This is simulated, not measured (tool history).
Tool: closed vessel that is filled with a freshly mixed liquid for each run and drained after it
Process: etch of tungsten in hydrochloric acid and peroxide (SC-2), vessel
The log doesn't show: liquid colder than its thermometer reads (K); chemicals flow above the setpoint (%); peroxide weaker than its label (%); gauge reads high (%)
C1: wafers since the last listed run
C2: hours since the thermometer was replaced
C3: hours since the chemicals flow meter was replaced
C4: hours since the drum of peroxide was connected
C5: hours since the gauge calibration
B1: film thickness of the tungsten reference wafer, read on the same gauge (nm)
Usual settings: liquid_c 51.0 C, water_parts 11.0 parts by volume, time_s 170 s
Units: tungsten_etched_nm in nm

Run 1, hour 0.0: usual settings but liquid_c 55.0 C; C1 0; C2 41.7; C3 1262.7; C4 875.1; C5 41.7; B1 89.98. Result: tungsten_etched_nm 50.45 nm.
Run 2, hour 30.0: usual settings but liquid_c 54.5 C; C1 3454; C2 71.7; C3 1292.7; C4 905.1; C5 71.7; B1 89.97. Result: tungsten_etched_nm 48.68 nm.
Run 3, hour 52.2: usual settings but liquid_c 54.5 C; C1 2556; C2 93.9; C3 1314.9; C4 927.3; C5 93.9; B1 89.95. Result: tungsten_etched_nm 48.72 nm.
Run 4, hour 65.9: usual settings but liquid_c 53.5 C; C1 1577; C2 107.6; C3 1328.6; C4 941.0; C5 107.6; B1 89.94. Result: tungsten_etched_nm 45.34 nm.
At hour 80.4: new drum of peroxide connected.
Run 5, hour 97.8: usual settings but liquid_c 53.5 C; C1 3558; C2 139.5; C3 1360.5; C4 17.4; C5 139.5; B1 89.89. Result: tungsten_etched_nm 45.63 nm.
Run 6, hour 125.8: usual settings but liquid_c 53.5 C; C1 3224; C2 167.5; C3 1388.5; C4 45.4; C5 167.5; B1 89.85. Result: tungsten_etched_nm 45.71 nm.
Run 7, hour 151.5: usual settings; C1 2959; C2 193.2; C3 1414.2; C4 71.1; C5 193.2; B1 89.79. Result: tungsten_etched_nm 38.89 nm.
Run 8, hour 183.6: usual settings but liquid_c 60.5 C, water_parts 16.5 parts by volume, time_s 125 s; C1 3696; C2 225.3; C3 1446.3; C4 103.2; C5 225.3; B1 89.74. Result: tungsten_etched_nm 36.30 nm.
Run 9, hour 197.7: usual settings but liquid_c 60.5 C, water_parts 16.5 parts by volume, time_s 125 s; C1 1623; C2 239.4; C3 1460.4; C4 117.3; C5 239.4; B1 89.74. Result: tungsten_etched_nm 37.17 nm.
Run 10, hour 226.7: usual settings but water_parts 9.0 parts by volume; C1 3339; C2 268.4; C3 1489.4; C4 146.3; C5 268.4; B1 89.63. Result: tungsten_etched_nm 46.33 nm.
Run 11, hour 257.5: usual settings; C1 3547; C2 299.2; C3 1520.2; C4 177.1; C5 299.2; B1 89.56. Result: tungsten_etched_nm 38.59 nm.
Run 12, hour 277.2: usual settings but water_parts 8.5 parts by volume; C1 2268; C2 318.9; C3 1539.9; C4 196.8; C5 318.9; B1 89.52. Result: tungsten_etched_nm 47.89 nm.
Run 13, hour 307.5: usual settings; C1 3489; C2 349.2; C3 1570.2; C4 227.1; C5 349.2; B1 89.40. Result: tungsten_etched_nm 38.03 nm.
At hour 321.0: chemicals flow meter replaced.
Run 14, hour 326.1: usual settings but water_parts 8.0 parts by volume, time_s 105 s; C1 2026; C2 367.8; C3 5.1; C4 245.7; C5 367.8; B1 89.34. Result: tungsten_etched_nm 30.96 nm.
Run 15, hour 347.0: usual settings but water_parts 7.5 parts by volume; C1 2406; C2 388.7; C3 26.0; C4 266.6; C5 388.7; B1 89.24. Result: tungsten_etched_nm 52.66 nm.
Run 16, hour 374.3: usual settings but liquid_c 47.0 C, water_parts 13.0 parts by volume, time_s 115 s; C1 3144; C2 416.0; C3 53.3; C4 293.9; C5 416.0; B1 89.13. Result: tungsten_etched_nm 17.32 nm.
Run 17, hour 401.8: usual settings but liquid_c 46.0 C, water_parts 9.5 parts by volume; C1 3167; C2 443.5; C3 80.8; C4 321.4; C5 443.5; B1 89.01. Result: tungsten_etched_nm 31.16 nm.
Run 18, hour 425.0: usual settings but liquid_c 55.5 C, water_parts 6.0 parts by volume; C1 2671; C2 466.7; C3 104.0; C4 344.6; C5 466.7; B1 88.91. Result: tungsten_etched_nm 84.40 nm.
Run 19, hour 444.1: usual settings; C1 2199; C2 485.8; C3 123.1; C4 363.7; C5 485.8; B1 88.81. Result: tungsten_etched_nm 38.38 nm.
Run 20, hour 477.3: usual settings; C1 3823; C2 519.0; C3 156.3; C4 396.9; C5 519.0; B1 88.65. Result: tungsten_etched_nm 38.36 nm.
Run 21, hour 501.9: usual settings; C1 2833; C2 543.6; C3 180.9; C4 421.5; C5 543.6; B1 88.51. Result: tungsten_etched_nm 38.21 nm.
Run 22, hour 530.3: usual settings but liquid_c 46.0 C, water_parts 9.5 parts by volume; C1 3270; C2 572.0; C3 209.3; C4 449.9; C5 572.0; B1 88.35. Result: tungsten_etched_nm 31.14 nm.
Run 23, hour 544.1: usual settings but liquid_c 44.0 C, water_parts 15.0 parts by volume; C1 1589; C2 585.8; C3 223.1; C4 463.7; C5 585.8; B1 88.25. Result: tungsten_etched_nm 18.09 nm.
Run 24, hour 572.5: usual settings but liquid_c 60.5 C, water_parts 15.0 parts by volume; C1 3270; C2 614.2; C3 251.5; C4 492.1; C5 614.2; B1 88.12. Result: tungsten_etched_nm 54.17 nm.
Run 25, hour 600.6: usual settings but liquid_c 54.5 C, time_s 75 s; C1 3236; C2 642.3; C3 279.6; C4 520.2; C5 642.3; B1 87.95. Result: tungsten_etched_nm 20.86 nm.
Run 26, hour 621.4: usual settings; C1 2395; C2 663.1; C3 300.4; C4 541.0; C5 663.1; B1 87.80. Result: tungsten_etched_nm 37.93 nm.
Run 27, hour 654.9: usual settings but water_parts 8.5 parts by volume, time_s 205 s; C1 3858; C2 696.6; C3 333.9; C4 574.5; C5 696.6; B1 87.55. Result: tungsten_etched_nm 56.08 nm.
Run 28, hour 673.6: usual settings but liquid_c 57.5 C, water_parts 14.5 parts by volume, time_s 225 s; C1 2153; C2 715.3; C3 352.6; C4 593.2; C5 715.3; B1 87.40. Result: tungsten_etched_nm 60.00 nm.
Run 29, hour 687.3: usual settings; C1 1577; C2 729.0; C3 366.3; C4 606.9; C5 729.0; B1 87.31. Result: tungsten_etched_nm 37.00 nm.

5 ways to go on from here, each from the tool as it stands after run 29. What would each give?
Run A, hour 688.0: usual settings but liquid_c 47.5 C; C1 80; C2 729.7; C3 367.0; C4 607.6; C5 729.7; B1 ?. Result: tungsten_etched_nm ?.
Run B, hour 688.0: usual settings but liquid_c 47.5 C, time_s 250 s; C1 80; C2 729.7; C3 367.0; C4 607.6; C5 729.7; B1 ?. Result: tungsten_etched_nm ?.
Run C, hour 688.0: usual settings but liquid_c 46.5 C, water_parts 8.5 parts by volume; C1 80; C2 729.7; C3 367.0; C4 607.6; C5 729.7; B1 ?. Result: tungsten_etched_nm ?.
Run D, hour 688.0: usual settings but water_parts 13.5 parts by volume, time_s 240 s; C1 80; C2 729.7; C3 367.0; C4 607.6; C5 729.7; B1 ?. Result: tungsten_etched_nm ?.
Run E, hour 688.0: usual settings but liquid_c 44.0 C, water_parts 6.5 parts by volume, time_s 125 s; C1 80; C2 729.7; C3 367.0; C4 607.6; C5 729.7; B1 ?. Result: tungsten_etched_nm ?.

run     B1  tungsten_etched_nm
  A  87.32               29.98
  B  87.32               44.09
  C  87.32               34.68
  D  87.32               44.88
  E  87.32               26.53
Without the tool's hidden state the same runs would have given:
run  tungsten_etched_nm
  A               30.90
  B               45.44
  C               35.75
  D               46.26
  E               27.35

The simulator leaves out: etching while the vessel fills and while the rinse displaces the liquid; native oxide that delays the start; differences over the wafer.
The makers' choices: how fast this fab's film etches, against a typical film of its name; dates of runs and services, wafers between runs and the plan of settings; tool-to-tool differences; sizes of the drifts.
